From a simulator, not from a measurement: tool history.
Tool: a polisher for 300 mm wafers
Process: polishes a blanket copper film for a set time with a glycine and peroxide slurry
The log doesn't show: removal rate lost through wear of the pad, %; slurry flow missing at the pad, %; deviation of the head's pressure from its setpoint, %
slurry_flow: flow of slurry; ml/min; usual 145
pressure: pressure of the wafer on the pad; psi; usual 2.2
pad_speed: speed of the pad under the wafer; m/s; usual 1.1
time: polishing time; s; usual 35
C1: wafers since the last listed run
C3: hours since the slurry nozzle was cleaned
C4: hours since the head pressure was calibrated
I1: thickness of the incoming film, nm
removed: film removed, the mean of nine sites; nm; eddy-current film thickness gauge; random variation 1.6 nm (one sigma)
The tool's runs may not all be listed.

Run 1, hour 0: usual settings; C1 0; wafers polished on this pad 2728; C3 98.6; C4 535.9; I1 2386.3. Result: removed 127.8 nm.
At hour 56.3: worn pad replaced by a new one.
Run 2, hour 69.7: usual settings; C1 872; wafers polished on this pad 177; C3 168.3; C4 605.6; I1 2354.5. Result: removed 140.3 nm.
Run 3, hour 114.9: usual settings; C1 600; wafers polished on this pad 778; C3 213.5; C4 650.8; I1 2339.1. Result: removed 133.4 nm.
Run 4, hour 167.6: usual settings but time 30 s; C1 700; wafers polished on this pad 1478; C3 266.2; C4 703.5; I1 2375. Result: removed 114.8 nm.
Run 5, hour 216.2: usual settings but time 30 s; C1 645; wafers polished on this pad 2123; C3 314.8; C4 752.1; I1 2357.6. Result: removed 113 nm.
Run 6, hour 248.3: usual settings but pad_speed 1.38 m/s, time 27 s; C1 426; wafers polished on this pad 2550; C3 346.9; C4 784.2; I1 2353. Result: removed 119.2 nm.
At hour 280.1: worn pad replaced by a new one.
Run 7, hour 280.8: usual settings but slurry_flow 165 ml/min, pressure 1.8 psi; C1 378; wafers polished on this pad 8; C3 379.4; C4 816.7; I1 2327.8. Result: removed 121.4 nm.
At hour 404.6: slurry nozzle cleaned.
Run 8, hour 445: usual settings but slurry_flow 165 ml/min, pressure 1.8 psi; C1 2167; wafers polished on this pad 2176; C3 40.4; C4 980.9; I1 2345.7. Result: removed 114.4 nm.
At hour 501.9: head pressure recalibrated.
At hour 511.2: worn pad replaced by a new one.
Run 9, hour 634.5: usual settings but slurry_flow 165 ml/min, pressure 1.8 psi; C1 2437; wafers polished on this pad 1638; C3 229.9; C4 132.6; I1 2389.2. Result: removed 116.1 nm.
Run 10, hour 672.3: usual settings; C1 502; wafers polished on this pad 2140; C3 267.7; C4 170.4; I1 2317.1. Result: removed 129.3 nm.
Run 11, hour 699.4: usual settings but slurry_flow 160 ml/min, pressure 1.4 psi, pad_speed 1.22 m/s, time 32 s; C1 359; wafers polished on this pad 2500; C3 294.8; C4 197.5; I1 2382.6. Result: removed 89.6 nm.
At hour 756.4: worn pad replaced by a new one.
Run 12, hour 768.7: usual settings; C1 867; wafers polished on this pad 163; C3 364.1; C4 266.8; I1 2341.1. Result: removed 136.4 nm.
Run 13, hour 834.6: usual settings but slurry_flow 160 ml/min, time 43 s; C1 875; wafers polished on this pad 1039; C3 430; C4 332.7; I1 2320.4. Result: removed 170.7 nm.
Run 14, hour 861: usual settings but pressure 1.6 psi; C1 350; wafers polished on this pad 1389; C3 456.4; C4 359.1; I1 2326.8. Result: removed 106.3 nm.
At hour 880.9: slurry nozzle cleaned.
Run 15, hour 928.7: usual settings; C1 886; wafers polished on this pad 2275; C3 47.8; C4 426.8; I1 2354.1. Result: removed 133.6 nm.
Run 16, hour 961: usual settings but pad_speed 0.84 m/s; C1 429; wafers polished on this pad 2705; C3 80.1; C4 459.1; I1 2362.7. Result: removed 103.1 nm.
Run 17, hour 1004: usual settings but pressure 2.9 psi, time 31 s; C1 571; wafers polished on this pad 3276; C3 123.1; C4 502.1; I1 2366.8. Result: removed 136.5 nm.
At hour 1008.1: worn pad replaced by a new one.
Run 18, hour 1068: usual settings but pressure 1.8 psi; C1 797; wafers polished on this pad 795; C3 187.1; C4 566.1; I1 2366. Result: removed 116.1 nm.
Run 19, hour 1261.5: usual settings but slurry_flow 120 ml/min; C1 2570; wafers polished on this pad 3365; C3 380.6; C4 759.6; I1 2363.4. Result: removed 117.4 nm.
At hour 1274.9: worn pad replaced by a new one.
Run 20, hour 1298.7: usual settings but pressure 2 psi, time 47 s; C1 441; wafers polished on this pad 315; C3 417.8; C4 796.8; I1 2354.2. Result: removed 172.1 nm.

Forecast each of these 4 alternatives for the next run:
Run A, hour 1299.1: usual settings; C1 5; wafers polished on this pad 320; C3 418.2; C4 797.2; I1 2339.6. Result: removed ?.
Run B, hour 1299.1: usual settings but slurry_flow 130 ml/min, pressure 2 psi, pad_speed 1.38 m/s, time 45 s; C1 5; wafers polished on this pad 320; C3 418.2; C4 797.2; I1 2339.6. Result: removed ?.
Run C, hour 1299.1: usual settings but time 41 s; C1 5; wafers polished on this pad 320; C3 418.2; C4 797.2; I1 2339.6. Result: removed ?.
Run D, hour 1299.1: usual settings but pad_speed 0.92 m/s, time 27 s; C1 5; wafers polished on this pad 320; C3 418.2; C4 797.2; I1 2339.6. Result: removed ?.

run  removed
  A    139.1
  B    194.6
  C      163
  D     93.2
Without the tool's hidden state the same runs would have given:
run  removed
  A    141.5
  B    197.9
  C    165.8
  D     94.8
